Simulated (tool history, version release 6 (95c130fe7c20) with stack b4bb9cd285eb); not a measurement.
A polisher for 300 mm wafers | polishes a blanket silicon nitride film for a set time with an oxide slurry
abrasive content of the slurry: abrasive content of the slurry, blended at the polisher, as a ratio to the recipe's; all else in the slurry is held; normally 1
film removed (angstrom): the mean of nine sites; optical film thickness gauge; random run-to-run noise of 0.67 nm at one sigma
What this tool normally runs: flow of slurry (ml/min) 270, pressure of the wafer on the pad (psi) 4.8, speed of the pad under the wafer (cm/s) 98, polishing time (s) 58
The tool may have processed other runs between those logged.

run,hour,flow of slurry (ml/min),pressure of the wafer on the pad (psi),speed of the pad under the wafer (cm/s),abrasive content of the slurry,polishing time (s),wafers since the last listed run,wafers polished on this pad,hours since the slurry nozzle was cleaned,hours since the head pressure was calibrated,hours since the slurry blender was calibrated,hours since the conditioning disc was replaced,"incoming thickness of the incoming film, nm",film removed (angstrom)
1,0,270,4.8,98,1,54,0,341,444.2,1105.2,428.7,463.5,570.1,446
2,6.1,270,4.8,98,1,54,58,399,450.3,1111.3,434.8,469.6,573.1,433
3,20.9,270,4.8,98,1,54,140,540,465.1,1126.1,449.6,484.4,580.5,412
4,35.9,330,4.8,118,1,58,142,683,480.1,1141.1,464.6,499.4,561,479
# hour 48.1: worn pad replaced by a new one
5,51.3,270,4.8,98,1,58,108,30,495.5,1156.5,480,514.8,568.1,491
6,66.3,270,4.8,98,1,58,142,173,510.5,1171.5,495,529.8,578.1,490
7,73.7,270,4.8,88,1,58,70,244,517.9,1178.9,502.4,537.2,570.1,448
# hour 83.6: slurry nozzle cleaned
8,84.6,200,4.1,98,1,58,94,338,1,1189.8,513.3,548.1,559.4,390
# hour 89.2: conditioning disc replaced and pad reconditioned
# hour 99: slurry blender recalibrated
9,101.3,200,4.1,98,1,58,120,459,17.7,1206.5,2.3,12.1,566.5,386
10,112.2,335,4.8,98,1,58,103,563,28.6,1217.4,13.2,23,575.1,446
# hour 119.4: worn pad replaced by a new one
11,119.9,270,4.8,98,1.25,58,35,4,36.3,1225.1,20.9,30.7,574.9,521
12,128.4,320,4.8,98,1,58,80,85,44.8,1233.6,29.4,39.2,573.6,488
13,135.5,220,5.4,76,1,77,67,152,51.9,1240.7,36.5,46.3,572.9,590
# hour 139.4: head pressure recalibrated
14,143.5,240,4.8,98,0.75,50,57,210,59.9,4.1,44.5,54.3,579.5,389
15,160.4,270,4.8,84,1,69,160,371,76.8,21,61.4,71.2,573.2,484
16,166.8,270,4.8,98,1,44,60,431,83.2,27.4,67.8,77.6,563.3,347
17,183.9,270,4.8,84,1,69,162,594,100.3,44.5,84.9,94.7,566.2,472
18,192.1,270,4.8,98,1,58,78,672,108.5,52.7,93.1,102.9,569.3,421

Below are 5 alternative next runs, each starting from the tool's condition after run 18. Predict each:
A,192.5,270,4.8,98,1,58,3,676,108.9,53.1,93.5,103.3,580.3,?
B,192.5,270,4.8,128,0.75,58,3,676,108.9,53.1,93.5,103.3,580.3,?
C,192.5,215,3.4,128,1,69,3,676,108.9,53.1,93.5,103.3,580.3,?
D,192.5,230,6.3,98,1,58,3,676,108.9,53.1,93.5,103.3,580.3,?
E,192.5,305,4.8,90,1,48,3,676,108.9,53.1,93.5,103.3,580.3,?

run,film removed (angstrom)
A,425
B,473
C,422
D,552
E,336
Stripped of hidden state, with their random variation kept, the same runs would have yielded:
run,film removed (angstrom)
A,493
B,548
C,489
D,639
E,389

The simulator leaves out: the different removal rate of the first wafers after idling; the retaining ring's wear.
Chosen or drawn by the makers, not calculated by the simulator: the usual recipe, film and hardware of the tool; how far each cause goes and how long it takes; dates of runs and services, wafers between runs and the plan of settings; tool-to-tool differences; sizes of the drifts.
